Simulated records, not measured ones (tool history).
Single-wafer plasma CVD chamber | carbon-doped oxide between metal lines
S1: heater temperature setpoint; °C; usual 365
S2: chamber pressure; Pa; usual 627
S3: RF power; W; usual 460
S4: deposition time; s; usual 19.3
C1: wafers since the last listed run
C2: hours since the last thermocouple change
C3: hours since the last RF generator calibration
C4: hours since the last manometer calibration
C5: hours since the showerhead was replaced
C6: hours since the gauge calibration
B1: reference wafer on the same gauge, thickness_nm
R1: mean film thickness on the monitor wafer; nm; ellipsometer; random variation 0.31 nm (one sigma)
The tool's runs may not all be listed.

run,day,S1,S2,S3,S4,C1,C2,C3,C4,C5,C6,B1,R1
1,0.000,365,627,460,19.3,0,2807.8,517.7,78.1,3775.7,901.1,104.583,89.953
2,1.183,365,627,460,19.3,623,2836.2,546.1,106.5,3804.1,929.5,104.555,89.662
3,3.604,365,627,410,19.3,1274,2894.3,604.2,164.6,3862.2,987.6,104.528,82.163
4,6.025,365,627,410,19.3,1274,2952.4,662.3,222.7,3920.3,1045.7,104.591,82.201
5,7.367,365,627,410,19.3,706,2984.6,694.5,254.9,3952.5,1077.9,104.737,81.952
6,9.396,365,627,460,17.0,1068,3033.3,743.2,303.6,4001.2,1126.6,104.704,79.231
7,10.750,365,627,460,17.0,713,3065.8,775.7,336.1,4033.7,1159.1,104.630,79.040
8,12.271,365,627,460,17.0,800,3102.3,812.2,372.6,4070.2,1195.6,104.524,79.094
9,14.433,365,627,460,19.3,1138,3154.2,864.1,424.5,4122.1,1247.5,104.714,89.153
# day 16.862: showerhead replaced
# day 17.575: thermocouple changed; heater temperature recalibrated
10,17.596,365,627,460,19.3,1314,0.5,940.0,500.4,17.6,1323.4,104.596,90.668
11,19.433,358,576,460,19.3,967,44.6,984.1,544.5,61.7,1367.5,104.604,91.848
12,21.446,365,627,460,19.3,1059,92.9,1032.4,592.8,110.0,1415.8,104.603,91.439
13,23.400,365,627,460,19.3,1029,139.8,1079.3,639.7,156.9,1462.7,104.551,91.190
14,25.658,365,509,420,18.0,1189,194.0,1133.5,693.9,211.1,1516.9,104.573,76.230
15,27.708,365,503,460,19.3,1079,243.2,1182.7,743.1,260.3,1566.1,104.619,88.184
16,29.421,365,627,410,19.3,901,284.3,1223.8,784.2,301.4,1607.2,104.614,83.373
17,31.992,365,627,460,19.3,1353,346.0,1285.5,845.9,363.1,1668.9,104.577,91.046
# day 34.038: RF generator calibrated
18,34.346,357,489,460,19.3,1064,402.5,7.4,902.4,419.6,1725.4,104.703,89.630
19,35.704,379,473,530,19.3,715,435.1,40.0,935.0,452.2,1758.0,104.575,92.428
# day 37.246: gauge calibrated
20,37.646,365,627,525,17.7,1022,481.7,86.6,981.6,498.8,9.6,104.653,90.693
21,39.954,351,491,540,19.3,1215,537.1,142.0,1037.0,554.2,65.0,104.548,101.610
22,41.650,365,480,460,16.4,893,577.8,182.7,1077.7,594.9,105.7,104.590,74.086
23,43.650,365,627,460,17.0,1053,625.8,230.7,1125.7,642.9,153.7,104.636,79.839
24,45.796,370,627,460,19.3,1130,677.3,282.2,1177.2,694.4,205.2,104.579,89.596
25,48.750,359,744,460,19.3,1555,748.2,353.1,1248.1,765.3,276.1,104.686,94.154
# day 49.246: capacitance manometer re-zeroed and calibrated
26,51.012,365,627,460,19.3,1016,802.5,407.4,42.4,819.6,330.4,104.597,91.254
27,52.117,365,627,460,19.3,581,829.0,433.9,68.9,846.1,356.9,104.585,90.648
28,54.067,365,780,525,22.2,1026,875.8,480.7,115.7,892.9,403.7,104.504,118.143
29,56.392,352,720,460,19.3,1224,931.6,536.5,171.5,948.7,459.5,104.472,96.512

Forecast each of these 3 alternatives for the next run:
A,56.408,365,627,460,19.3,8,932.0,536.9,171.9,949.1,459.9,?,?
B,56.408,365,627,460,16.7,8,932.0,536.9,171.9,949.1,459.9,?,?
C,56.408,365,627,400,19.3,8,932.0,536.9,171.9,949.1,459.9,?,?

run,B1,R1
A,104.618,90.741
B,104.618,78.711
C,104.618,81.427
Without the tool's hidden state the same runs would have given:
run,R1
A,90.953
B,78.896
C,81.617
